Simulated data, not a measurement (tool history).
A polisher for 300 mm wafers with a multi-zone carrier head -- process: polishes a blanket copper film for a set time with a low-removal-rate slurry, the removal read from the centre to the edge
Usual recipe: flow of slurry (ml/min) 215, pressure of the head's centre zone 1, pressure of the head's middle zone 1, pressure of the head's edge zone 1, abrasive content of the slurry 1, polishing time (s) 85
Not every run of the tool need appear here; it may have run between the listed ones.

| run | hour | flow of slurry (ml/min) | pressure of the head's centre zone | pressure of the head's middle zone | pressure of the head's edge zone | abrasive content of the slurry | polishing time (s) | incoming thickness of the incoming film, nm | film removed at the wafer's centre (angstrom) | film removed at mid-radius (angstrom) | film removed at the wafer's edge (angstrom) |
|---|---|---|---|---|---|---|---|---|---|---|---|
| 1 | 0 | 215 | 1 | 1 | 0.9 | 0.75 | 85 | 808.6 | 1709 | 1748 | 1748 |
| 2 | 50.4 | 215 | 1 | 1 | 1 | 1 | 85 | 816.3 | 1764 | 1868 | 1910 |
| 3 | 66.1 | 140 | 1 | 1 | 1 | 1 | 85 | 832.2 | 1668 | 1771 | 1799 |
|  | 83 | worn pad replaced by a new one |
| 4 | 91.4 | 245 | 1 | 1 | 1 | 1 | 85 | 833.8 | 1750 | 1874 | 1940 |
| 5 | 119.6 | 215 | 1 | 1 | 1 | 1 | 85 | 810.6 | 1712 | 1842 | 1857 |
| 6 | 155.1 | 215 | 1 | 0.89 | 0.93 | 1.1 | 108 | 815.8 | 2226 | 2155 | 2361 |
| 7 | 168.3 | 215 | 1.1 | 0.91 | 1 | 1 | 85 | 837.8 | 1849 | 1678 | 1916 |
| 8 | 186.4 | 215 | 1 | 1 | 0.96 | 1 | 85 | 831.2 | 1684 | 1827 | 1827 |
|  | 210.1 | centre zone pressure recalibrated |
| 9 | 219 | 215 | 1 | 1.04 | 1 | 1 | 85 | 833.9 | 1852 | 1904 | 1904 |
| 10 | 250.6 | 255 | 1 | 1.07 | 1.04 | 0.7 | 85 | 821.3 | 1729 | 1882 | 1845 |
| 11 | 285.4 | 215 | 1 | 1 | 1 | 1 | 85 | 813 | 1826 | 1824 | 1894 |

Run 12 comes next. What will it give?
|  | 299.1 | carrier head's membrane replaced by a new one |
| 12 | 309.4 | 215 | 1.1 | 0.93 | 1 | 0.8 | 85 | 829.4 | ? | ? | ? |

For run 12 the tool returned film removed at the wafer's centre (angstrom) 1888, film removed at mid-radius (angstrom) 1660, film removed at the wafer's edge (angstrom) 1806.
The same run, on a tool lacking any hidden state, would have yielded film removed at the wafer's centre (angstrom) 1952, film removed at mid-radius (angstrom) 1659, film removed at the wafer's edge (angstrom) 1806.
